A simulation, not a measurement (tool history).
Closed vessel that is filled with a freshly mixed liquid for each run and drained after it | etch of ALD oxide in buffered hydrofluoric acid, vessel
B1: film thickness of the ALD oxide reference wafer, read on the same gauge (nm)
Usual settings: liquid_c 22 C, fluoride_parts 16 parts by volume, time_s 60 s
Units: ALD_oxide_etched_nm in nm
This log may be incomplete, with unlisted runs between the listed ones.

run 1 hour=0 | liquid_c=22 fluoride_parts=16 time_s=60 | B1=79.93 | ALD_oxide_etched_nm=117.6
run 2 hour=27.5 | liquid_c=22 fluoride_parts=19 time_s=70 | B1=79.99 | ALD_oxide_etched_nm=116.18
run 3 hour=134.7 | liquid_c=23.5 fluoride_parts=13.5 time_s=60 | B1=79.98 | ALD_oxide_etched_nm=153.48
run 4 hour=164.4 | liquid_c=23.5 fluoride_parts=13.5 time_s=60 | B1=79.99 | ALD_oxide_etched_nm=152.67
run 5 hour=184.5 | liquid_c=23.5 fluoride_parts=13.5 time_s=60 | B1=80 | ALD_oxide_etched_nm=155.71
run 6 hour=210.3 | liquid_c=22 fluoride_parts=16 time_s=40 | B1=80 | ALD_oxide_etched_nm=80.43
run 7 hour=224.1 | liquid_c=22 fluoride_parts=16 time_s=40 | B1=79.99 | ALD_oxide_etched_nm=81.15
-- hour=230.7 thermometer replaced
run 8 hour=249 | liquid_c=22 fluoride_parts=16 time_s=40 | B1=79.98 | ALD_oxide_etched_nm=73.64
run 9 hour=264.3 | liquid_c=22 fluoride_parts=16 time_s=85 | B1=80.02 | ALD_oxide_etched_nm=159.24
run 10 hour=284.2 | liquid_c=22 fluoride_parts=16 time_s=85 | B1=80 | ALD_oxide_etched_nm=156.9
-- hour=291.6 gauge calibrated
run 11 hour=304.9 | liquid_c=22 fluoride_parts=16 time_s=85 | B1=80.03 | ALD_oxide_etched_nm=159.62
run 12 hour=322.7 | liquid_c=17.5 fluoride_parts=21.5 time_s=60 | B1=79.96 | ALD_oxide_etched_nm=65.46
run 13 hour=349.5 | liquid_c=22 fluoride_parts=16 time_s=60 | B1=79.95 | ALD_oxide_etched_nm=112.03
run 14 hour=370.8 | liquid_c=20.5 fluoride_parts=19 time_s=60 | B1=79.99 | ALD_oxide_etched_nm=87.28
run 15 hour=390.9 | liquid_c=26 fluoride_parts=14 time_s=85 | B1=80.01 | ALD_oxide_etched_nm=225.43
-- hour=397.6 hydrofluoric acid flow meter replaced
run 16 hour=418.9 | liquid_c=22 fluoride_parts=14 time_s=30 | B1=79.99 | ALD_oxide_etched_nm=56.77
run 17 hour=445.1 | liquid_c=20 fluoride_parts=22 time_s=30 | B1=79.99 | ALD_oxide_etched_nm=33.44
run 18 hour=512.7 | liquid_c=25 fluoride_parts=16 time_s=70 | B1=80.04 | ALD_oxide_etched_nm=139.91

Estimate the outcome of run 19 from the log above:
run 19 hour=548.3 | liquid_c=23.5 fluoride_parts=13.5 time_s=60 | B1=? | ALD_oxide_etched_nm=?

Run 19 came out at B1 79.99, ALD_oxide_etched_nm 129.86 nm.
The same run, on a tool lacking any hidden state, would have yielded ALD_oxide_etched_nm 122.79 nm.

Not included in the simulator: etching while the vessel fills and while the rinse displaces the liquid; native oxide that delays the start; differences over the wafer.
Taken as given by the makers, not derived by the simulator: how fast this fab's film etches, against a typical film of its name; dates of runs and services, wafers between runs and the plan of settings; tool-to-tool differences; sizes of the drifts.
